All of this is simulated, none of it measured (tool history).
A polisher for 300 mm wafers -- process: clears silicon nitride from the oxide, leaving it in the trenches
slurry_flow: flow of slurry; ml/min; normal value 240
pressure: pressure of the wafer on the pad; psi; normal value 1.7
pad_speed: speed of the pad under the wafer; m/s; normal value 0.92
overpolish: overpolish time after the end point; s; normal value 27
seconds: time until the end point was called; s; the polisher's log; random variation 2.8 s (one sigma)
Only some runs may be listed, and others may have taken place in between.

| run | hour | slurry_flow | pressure | pad_speed | overpolish | incoming thickness of the incoming film, nm | seconds |
|---|---|---|---|---|---|---|---|
| 1 | 0 | 240 | 1.7 | 0.92 | 19 | 69.3 | 163.7 |
| 2 | 6.5 | 240 | 1.7 | 0.92 | 19 | 69.5 | 165.6 |
| 3 | 20.9 | 240 | 1.7 | 0.92 | 19 | 71.2 | 166.9 |
| 4 | 30.6 | 240 | 1.7 | 0.92 | 27 | 69.8 | 170.5 |
| 5 | 46.3 | 240 | 1.7 | 0.92 | 27 | 70.8 | 167.7 |
| 6 | 60.5 | 240 | 1.7 | 0.92 | 27 | 71.3 | 172.3 |
| 7 | 73.2 | 240 | 1.7 | 0.92 | 27 | 69.8 | 172.3 |
| 8 | 83.4 | 240 | 1.7 | 0.92 | 27 | 70.5 | 176.2 |
| 9 | 91 | 240 | 1.7 | 1.02 | 27 | 69.4 | 158.2 |
|  | 109.5 | worn pad replaced by a new one, of another model than before |
| 10 | 110 | 240 | 1.7 | 1.02 | 27 | 70.2 | 148.6 |
|  | 116.4 | slurry nozzle cleaned |
|  | 133.4 | head pressure recalibrated |
| 11 | 160.4 | 240 | 1.7 | 0.92 | 27 | 68.7 | 157.5 |
| 12 | 177.1 | 240 | 1.7 | 0.92 | 27 | 70.1 | 167 |
| 13 | 187 | 240 | 1.7 | 0.92 | 27 | 70.8 | 170.3 |
| 14 | 194.2 | 275 | 1.7 | 1.22 | 22 | 70.3 | 150.4 |
| 15 | 200.2 | 280 | 1.7 | 0.92 | 27 | 71 | 172.5 |
| 16 | 213.6 | 290 | 1.4 | 1.06 | 13 | 69.9 | 180.9 |
| 17 | 247.9 | 240 | 1.7 | 1.06 | 27 | 69 | 164.1 |
| 18 | 265 | 240 | 1.3 | 0.92 | 27 | 70.3 | 208.6 |
|  | 277.9 | worn pad replaced by a new one |
| 19 | 278.4 | 195 | 1.7 | 1.12 | 27 | 70 | 148.7 |
| 20 | 292.3 | 325 | 1.7 | 1.06 | 19 | 69.8 | 150.2 |
| 21 | 300.4 | 185 | 1.7 | 1.16 | 27 | 70.2 | 147.1 |
| 22 | 312.1 | 240 | 1.7 | 1.02 | 27 | 70.1 | 152.9 |
| 23 | 319.3 | 290 | 2.2 | 0.76 | 34 | 69.2 | 140.9 |
| 24 | 327.1 | 215 | 1.7 | 1.02 | 20 | 71.2 | 163.9 |
| 25 | 336.6 | 240 | 2 | 1.04 | 27 | 69.2 | 135.7 |
| 26 | 353.7 | 240 | 1.7 | 0.92 | 27 | 70.1 | 165.8 |

Below are 4 alternative next runs, each starting from the tool's condition after run 26. Predict each:
| A | 354.2 | 265 | 1.7 | 0.92 | 27 | 69.1 | ? |
| B | 354.2 | 170 | 1.5 | 0.92 | 33 | 69.1 | ? |
| C | 354.2 | 270 | 2 | 0.92 | 27 | 69.1 | ? |
| D | 354.2 | 285 | 1.7 | 0.92 | 32 | 69.1 | ? |

| run | seconds |
|---|---|
| A | 165.7 |
| B | 186.8 |
| C | 145.8 |
| D | 165 |
The same runs, with their run-to-run variation unchanged, on a tool lacking any hidden condition would have given:
| run | seconds |
|---|---|
| A | 153.6 |
| B | 173.2 |
| C | 135.2 |
| D | 153 |

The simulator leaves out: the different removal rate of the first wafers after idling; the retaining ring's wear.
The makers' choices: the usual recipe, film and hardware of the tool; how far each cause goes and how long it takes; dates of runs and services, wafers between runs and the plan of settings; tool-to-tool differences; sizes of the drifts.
